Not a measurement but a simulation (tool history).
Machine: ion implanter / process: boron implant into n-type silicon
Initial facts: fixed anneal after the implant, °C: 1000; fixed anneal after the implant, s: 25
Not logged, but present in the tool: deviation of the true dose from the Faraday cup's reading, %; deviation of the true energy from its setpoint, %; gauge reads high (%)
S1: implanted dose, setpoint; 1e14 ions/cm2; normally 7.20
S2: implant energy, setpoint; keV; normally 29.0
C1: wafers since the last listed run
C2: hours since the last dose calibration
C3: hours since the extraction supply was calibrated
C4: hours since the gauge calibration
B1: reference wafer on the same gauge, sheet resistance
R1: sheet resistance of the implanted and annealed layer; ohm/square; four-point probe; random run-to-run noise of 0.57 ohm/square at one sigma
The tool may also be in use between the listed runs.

| run | hour | S1 | S2 | C1 | C2 | C3 | C4 | B1 | R1 |
|---|---|---|---|---|---|---|---|---|---|
| 1 | 0.0 | 7.20 | 29.0 | 0 | 855.7 | 1895.3 | 500.9 | 129.07 | 161.73 |
| 2 | 98.2 | 7.20 | 32.0 | 1311 | 953.9 | 1993.5 | 599.1 | 129.01 | 160.73 |
| 3 | 165.7 | 7.20 | 29.0 | 901 | 1021.4 | 2061.0 | 666.6 | 129.10 | 162.39 |
| 4 | 260.5 | 7.20 | 29.0 | 1265 | 1116.2 | 2155.8 | 761.4 | 128.90 | 163.13 |
| 5 | 297.5 | 7.20 | 29.0 | 494 | 1153.2 | 2192.8 | 798.4 | 128.85 | 161.75 |
| 6 | 348.4 | 6.46 | 36.5 | 679 | 1204.1 | 2243.7 | 849.3 | 129.05 | 173.09 |
| 7 | 403.7 | 6.46 | 36.5 | 738 | 1259.4 | 2299.0 | 904.6 | 129.14 | 173.65 |
| 8 | 450.7 | 6.46 | 36.5 | 627 | 1306.4 | 2346.0 | 951.6 | 129.20 | 174.94 |
| 9 | 493.2 | 7.20 | 29.0 | 567 | 1348.9 | 2388.5 | 994.1 | 129.01 | 163.02 |
| 10 | 593.6 | 7.20 | 29.0 | 1340 | 1449.3 | 2488.9 | 1094.5 | 129.22 | 163.19 |
| 11 | 686.2 | 8.92 | 29.0 | 1236 | 1541.9 | 2581.5 | 1187.1 | 129.26 | 134.90 |
| 12 | 736.4 | 7.20 | 29.0 | 670 | 1592.1 | 2631.7 | 1237.3 | 129.02 | 162.31 |
|  | 773.8 | Faraday cup replaced and dose calibrated |
| 13 | 788.8 | 7.20 | 29.0 | 592 | 15.0 | 2684.1 | 1289.7 | 128.98 | 157.28 |
| 14 | 883.4 | 7.20 | 29.0 | 1263 | 109.6 | 2778.7 | 1384.3 | 128.92 | 158.49 |
| 15 | 1098.9 | 7.20 | 29.0 | 2877 | 325.1 | 2994.2 | 1599.8 | 128.87 | 160.70 |
| 16 | 1176.1 | 5.43 | 20.0 | 1030 | 402.3 | 3071.4 | 1677.0 | 128.91 | 210.65 |
| 17 | 1252.9 | 7.90 | 29.0 | 1025 | 479.1 | 3148.2 | 1753.8 | 129.08 | 149.19 |
|  | 1282.7 | gauge calibrated |
| 18 | 1309.7 | 7.99 | 25.0 | 758 | 535.9 | 3205.0 | 27.0 | 129.24 | 149.75 |
| 19 | 1380.1 | 7.20 | 29.0 | 940 | 606.3 | 3275.4 | 97.4 | 129.05 | 162.10 |
| 20 | 1454.2 | 7.20 | 23.0 | 989 | 680.4 | 3349.5 | 171.5 | 129.15 | 164.44 |
| 21 | 1510.0 | 8.11 | 29.0 | 745 | 736.2 | 3405.3 | 227.3 | 128.91 | 146.57 |
| 22 | 1546.2 | 7.20 | 33.0 | 483 | 772.4 | 3441.5 | 263.5 | 129.01 | 158.83 |
| 23 | 1591.1 | 8.13 | 35.0 | 599 | 817.3 | 3486.4 | 308.4 | 128.93 | 143.71 |
| 24 | 1663.0 | 7.20 | 29.0 | 960 | 889.2 | 3558.3 | 380.3 | 128.79 | 161.55 |
| 25 | 1732.2 | 8.70 | 29.0 | 924 | 958.4 | 3627.5 | 449.5 | 129.11 | 138.56 |
| 26 | 1835.3 | 7.95 | 39.0 | 1376 | 1061.5 | 3730.6 | 552.6 | 128.91 | 146.71 |
| 27 | 1871.4 | 7.20 | 29.0 | 482 | 1097.6 | 3766.7 | 588.7 | 128.77 | 162.24 |
| 28 | 1959.3 | 7.20 | 29.0 | 1173 | 1185.5 | 3854.6 | 676.6 | 129.06 | 162.34 |
|  | 1981.0 | extraction supply calibrated |
| 29 | 2031.7 | 6.28 | 20.0 | 859 | 1257.9 | 50.7 | 749.0 | 128.92 | 188.78 |
| 30 | 2186.2 | 7.94 | 25.5 | 2063 | 1412.4 | 205.2 | 903.5 | 128.98 | 151.71 |
| 31 | 2267.4 | 8.62 | 29.0 | 1084 | 1493.6 | 286.4 | 984.7 | 128.80 | 140.24 |
| 32 | 2309.7 | 5.17 | 37.0 | 564 | 1535.9 | 328.7 | 1027.0 | 129.11 | 209.58 |
| 33 | 2389.9 | 5.22 | 19.0 | 1070 | 1616.1 | 408.9 | 1107.2 | 128.89 | 221.56 |
| 34 | 2670.2 | 5.83 | 24.5 | 3742 | 1896.4 | 689.2 | 1387.5 | 128.90 | 197.13 |
| 35 | 2750.8 | 5.70 | 29.0 | 1076 | 1977.0 | 769.8 | 1468.1 | 128.76 | 199.35 |
| 36 | 2798.7 | 6.47 | 21.5 | 639 | 2024.9 | 817.7 | 1516.0 | 129.20 | 183.62 |

For each run, what was the tool's unlogged condition?
deviation of the true energy from its setpoint, %: 0 on each run
gauge reads high (%): 0 on each run
H1: deviation of the true dose from the Faraday cup's reading, %
| run | H1 |
|---|---|
| 1 | -3.03 |
| 2 | -3.2 |
| 3 | -3.29 |
| 4 | -3.41 |
| 5 | -3.45 |
| 6 | -3.51 |
| 7 | -3.56 |
| 8 | -3.6 |
| 9 | -3.64 |
| 10 | -3.71 |
| 11 | -3.77 |
| 12 | -3.8 |
| 13 | -0.397 |
| 14 | -0.994 |
| 15 | -2.06 |
| 16 | -2.36 |
| 17 | -2.62 |
| 18 | -2.8 |
| 19 | -3 |
| 20 | -3.18 |
| 21 | -3.31 |
| 22 | -3.38 |
| 23 | -3.47 |
| 24 | -3.6 |
| 25 | -3.71 |
| 26 | -3.85 |
| 27 | -3.9 |
| 28 | -4 |
| 29 | -4.07 |
| 30 | -4.19 |
| 31 | -4.25 |
| 32 | -4.28 |
| 33 | -4.32 |
| 34 | -4.44 |
| 35 | -4.47 |
| 36 | -4.48 |
